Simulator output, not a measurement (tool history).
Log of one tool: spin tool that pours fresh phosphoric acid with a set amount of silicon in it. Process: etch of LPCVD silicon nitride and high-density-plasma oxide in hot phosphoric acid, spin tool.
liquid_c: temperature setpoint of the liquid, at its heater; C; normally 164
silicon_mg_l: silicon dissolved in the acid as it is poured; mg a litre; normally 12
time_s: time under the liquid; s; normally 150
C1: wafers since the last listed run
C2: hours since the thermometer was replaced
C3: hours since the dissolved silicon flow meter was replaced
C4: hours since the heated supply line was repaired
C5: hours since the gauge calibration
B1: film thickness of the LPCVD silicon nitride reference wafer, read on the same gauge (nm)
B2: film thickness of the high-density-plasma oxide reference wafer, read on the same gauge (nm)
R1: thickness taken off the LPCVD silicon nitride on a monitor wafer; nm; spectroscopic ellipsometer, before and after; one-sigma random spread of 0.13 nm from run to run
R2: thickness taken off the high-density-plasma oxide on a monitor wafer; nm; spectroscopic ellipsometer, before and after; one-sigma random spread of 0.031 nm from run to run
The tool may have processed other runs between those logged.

Run 1, hour 0: usual settings but silicon_mg_l 6 mg a litre; C1 0; C2 654.4; C3 880.4; C4 484.6; C5 1129.8; B1 149.98; B2 79.999. Result: R1 16.92 nm, R2 0.699 nm.
Run 2, hour 106.6: usual settings; C1 739; C2 761; C3 987; C4 591.2; C5 1236.4; B1 150.02; B2 79.978. Result: R1 17.15 nm, R2 0.534 nm.
Run 3, hour 151.2: usual settings; C1 309; C2 805.6; C3 1031.6; C4 635.8; C5 1281; B1 149.98; B2 80.002. Result: R1 17.1 nm, R2 0.619 nm.
At hour 204.6: gauge calibrated.
Run 4, hour 230.7: usual settings; C1 551; C2 885.1; C3 1111.1; C4 715.3; C5 26.1; B1 149.99; B2 80.007. Result: R1 17.38 nm, R2 0.646 nm.
Run 5, hour 336.7: usual settings; C1 735; C2 991.1; C3 1217.1; C4 821.3; C5 132.1; B1 150.01; B2 80.022. Result: R1 17.15 nm, R2 0.712 nm.
Run 6, hour 413.1: usual settings; C1 530; C2 1067.5; C3 1293.5; C4 897.7; C5 208.5; B1 150.01; B2 80.01. Result: R1 17.58 nm, R2 0.683 nm.
At hour 447.8: heated supply line repaired.
Run 7, hour 501.5: usual settings but liquid_c 163 C, time_s 115 s; C1 606; C2 1155.9; C3 1381.9; C4 53.7; C5 296.9; B1 150.02; B2 80.006. Result: R1 13.19 nm, R2 0.429 nm.
Run 8, hour 546.2: usual settings; C1 310; C2 1200.6; C3 1426.6; C4 98.4; C5 341.6; B1 150; B2 79.997. Result: R1 17.64 nm, R2 0.715 nm.
At hour 588.1: dissolved silicon flow meter replaced.
Run 9, hour 590.9: usual settings but time_s 235 s; C1 303; C2 1245.3; C3 2.8; C4 143.1; C5 386.3; B1 149.99; B2 79.992. Result: R1 27.25 nm, R2 1.155 nm.
At hour 612.8: thermometer replaced.
Run 10, hour 685.6: usual settings but time_s 220 s; C1 650; C2 72.8; C3 97.5; C4 237.8; C5 481; B1 150; B2 80.004. Result: R1 23.81 nm, R2 0.925 nm.
Run 11, hour 758.8: usual settings but liquid_c 166 C, silicon_mg_l 16 mg a litre; C1 507; C2 146; C3 170.7; C4 311; C5 554.2; B1 150.03; B2 79.957. Result: R1 17.3 nm, R2 0.625 nm.
Run 12, hour 820: usual settings but liquid_c 162 C, silicon_mg_l 7.5 mg a litre; C1 424; C2 207.2; C3 231.9; C4 372.2; C5 615.4; B1 149.97; B2 80.011. Result: R1 15.12 nm, R2 0.576 nm.
Run 13, hour 863.7: usual settings but liquid_c 161 C, silicon_mg_l 8.5 mg a litre; C1 303; C2 250.9; C3 275.6; C4 415.9; C5 659.1; B1 150.03; B2 80.02. Result: R1 14.87 nm, R2 0.517 nm.
Run 14, hour 907: usual settings; C1 300; C2 294.2; C3 318.9; C4 459.2; C5 702.4; B1 150.02; B2 80.04. Result: R1 16.4 nm, R2 0.545 nm.

For run 15, what comes out?
Run 15, hour 945.8: usual settings but liquid_c 166.5 C, time_s 180 s; C1 269; C2 333; C3 357.7; C4 498; C5 741.2; B1 ?; B2 ?. Result: R1 ?, R2 ?.

{"run 15": {"B1": 149.99, "B2": 79.981, "R1": 21.62, "R2": 0.945}}
Minus the tool's unlogged condition, the same run would have read R1 21.13 nm, R2 0.898 nm.

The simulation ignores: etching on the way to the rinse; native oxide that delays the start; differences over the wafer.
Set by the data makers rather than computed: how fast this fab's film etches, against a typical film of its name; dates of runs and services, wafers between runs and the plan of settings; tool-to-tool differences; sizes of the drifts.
